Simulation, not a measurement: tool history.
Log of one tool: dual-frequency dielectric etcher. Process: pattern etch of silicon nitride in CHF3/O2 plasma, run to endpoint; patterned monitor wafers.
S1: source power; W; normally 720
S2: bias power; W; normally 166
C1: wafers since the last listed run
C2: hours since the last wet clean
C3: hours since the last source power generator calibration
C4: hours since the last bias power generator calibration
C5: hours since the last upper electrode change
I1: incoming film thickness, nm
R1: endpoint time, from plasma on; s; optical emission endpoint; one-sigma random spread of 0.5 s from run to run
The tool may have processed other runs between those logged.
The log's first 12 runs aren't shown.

{"run": 13, "hour": 258.9, "S1": 720, "S2": 190, "C1": 235, "C2": 170.8, "C3": 1260.2, "C4": 2485.6, "C5": 2744.1, "I1": 86.8, "R1": 54.5}
{"hour": 274.0, "done": "bias power generator calibrated"}
{"run": 14, "hour": 280.7, "S1": 720, "S2": 190, "C1": 242, "C2": 192.6, "C3": 1282.0, "C4": 6.7, "C5": 2765.9, "I1": 85.6, "R1": 53.3}
{"run": 15, "hour": 314.4, "S1": 850, "S2": 166, "C1": 459, "C2": 226.3, "C3": 1315.7, "C4": 40.4, "C5": 2799.6, "I1": 86.6, "R1": 51.2}
{"run": 16, "hour": 328.2, "S1": 770, "S2": 143, "C1": 188, "C2": 240.1, "C3": 1329.5, "C4": 54.2, "C5": 2813.4, "I1": 87.2, "R1": 57.5}
{"run": 17, "hour": 340.7, "S1": 870, "S2": 140, "C1": 170, "C2": 252.6, "C3": 1342.0, "C4": 66.7, "C5": 2825.9, "I1": 86.1, "R1": 53.8}
{"run": 18, "hour": 372.5, "S1": 840, "S2": 166, "C1": 433, "C2": 284.4, "C3": 1373.8, "C4": 98.5, "C5": 2857.7, "I1": 86.1, "R1": 52.7}
{"run": 19, "hour": 400.1, "S1": 880, "S2": 151, "C1": 376, "C2": 312.0, "C3": 1401.4, "C4": 126.1, "C5": 2885.3, "I1": 86.6, "R1": 52.6}
{"run": 20, "hour": 432.6, "S1": 850, "S2": 154, "C1": 443, "C2": 344.5, "C3": 1433.9, "C4": 158.6, "C5": 2917.8, "I1": 86.8, "R1": 53.9}
{"hour": 534.8, "done": "upper electrode replaced"}
{"run": 21, "hour": 535.3, "S1": 720, "S2": 166, "C1": 1072, "C2": 447.2, "C3": 1536.6, "C4": 261.3, "C5": 0.5, "I1": 86.3, "R1": 56.5}
{"run": 22, "hour": 538.3, "S1": 720, "S2": 166, "C1": 40, "C2": 450.2, "C3": 1539.6, "C4": 264.3, "C5": 3.5, "I1": 87.1, "R1": 57.6}
{"hour": 562.7, "done": "source power generator calibrated"}
{"run": 23, "hour": 572.3, "S1": 810, "S2": 166, "C1": 408, "C2": 484.2, "C3": 9.6, "C4": 298.3, "C5": 37.5, "I1": 86.3, "R1": 53.8}
{"run": 24, "hour": 604.0, "S1": 650, "S2": 128, "C1": 432, "C2": 515.9, "C3": 41.3, "C4": 330.0, "C5": 69.2, "I1": 86.0, "R1": 64.7}
{"run": 25, "hour": 618.3, "S1": 720, "S2": 166, "C1": 194, "C2": 530.2, "C3": 55.6, "C4": 344.3, "C5": 83.5, "I1": 86.6, "R1": 56.7}
{"hour": 653.7, "done": "wet clean of the chamber"}
{"run": 26, "hour": 654.2, "S1": 640, "S2": 204, "C1": 162, "C2": 0.5, "C3": 91.5, "C4": 380.2, "C5": 119.4, "I1": 86.4, "R1": 55.8}
{"run": 27, "hour": 666.1, "S1": 550, "S2": 182, "C1": 162, "C2": 12.4, "C3": 103.4, "C4": 392.1, "C5": 131.3, "I1": 86.8, "R1": 61.9}
{"run": 28, "hour": 701.8, "S1": 860, "S2": 150, "C1": 486, "C2": 48.1, "C3": 139.1, "C4": 427.8, "C5": 167.0, "I1": 86.6, "R1": 52.6}
{"run": 29, "hour": 736.8, "S1": 580, "S2": 148, "C1": 477, "C2": 83.1, "C3": 174.1, "C4": 462.8, "C5": 202.0, "I1": 86.5, "R1": 63.7}
{"run": 30, "hour": 752.0, "S1": 720, "S2": 179, "C1": 207, "C2": 98.3, "C3": 189.3, "C4": 478.0, "C5": 217.2, "I1": 86.4, "R1": 54.2}
{"run": 31, "hour": 770.3, "S1": 670, "S2": 190, "C1": 249, "C2": 116.6, "C3": 207.6, "C4": 496.3, "C5": 235.5, "I1": 86.2, "R1": 56.5}
{"run": 32, "hour": 796.1, "S1": 550, "S2": 142, "C1": 351, "C2": 142.4, "C3": 233.4, "C4": 522.1, "C5": 261.3, "I1": 87.1, "R1": 67.6}
{"run": 33, "hour": 829.1, "S1": 720, "S2": 166, "C1": 449, "C2": 175.4, "C3": 266.4, "C4": 555.1, "C5": 294.3, "I1": 87.1, "R1": 56.4}
{"run": 34, "hour": 857.2, "S1": 720, "S2": 187, "C1": 383, "C2": 203.5, "C3": 294.5, "C4": 583.2, "C5": 322.4, "I1": 87.5, "R1": 54.6}
{"run": 35, "hour": 881.8, "S1": 720, "S2": 166, "C1": 335, "C2": 228.1, "C3": 319.1, "C4": 607.8, "C5": 347.0, "I1": 86.8, "R1": 56.2}
{"run": 36, "hour": 915.8, "S1": 880, "S2": 130, "C1": 463, "C2": 262.1, "C3": 353.1, "C4": 641.8, "C5": 381.0, "I1": 86.7, "R1": 53.6}

What if the next run were any one of these 3? Each begins from the tool's condition after run 36:
{"run": "A", "hour": 916.2, "S1": 720, "S2": 141, "C1": 5, "C2": 262.5, "C3": 353.5, "C4": 642.2, "C5": 381.4, "I1": 87.5, "R1": "?"}
{"run": "B", "hour": 916.2, "S1": 650, "S2": 166, "C1": 5, "C2": 262.5, "C3": 353.5, "C4": 642.2, "C5": 381.4, "I1": 87.5, "R1": "?"}
{"run": "C", "hour": 916.2, "S1": 820, "S2": 127, "C1": 5, "C2": 262.5, "C3": 353.5, "C4": 642.2, "C5": 381.4, "I1": 87.5, "R1": "?"}

run=A R1=59.1
run=B R1=59.9
run=C R1=56.8
Without the tool's unlogged condition, the same runs would have read:
run=A R1=57.9
run=B R1=58.7
run=C R1=55.6
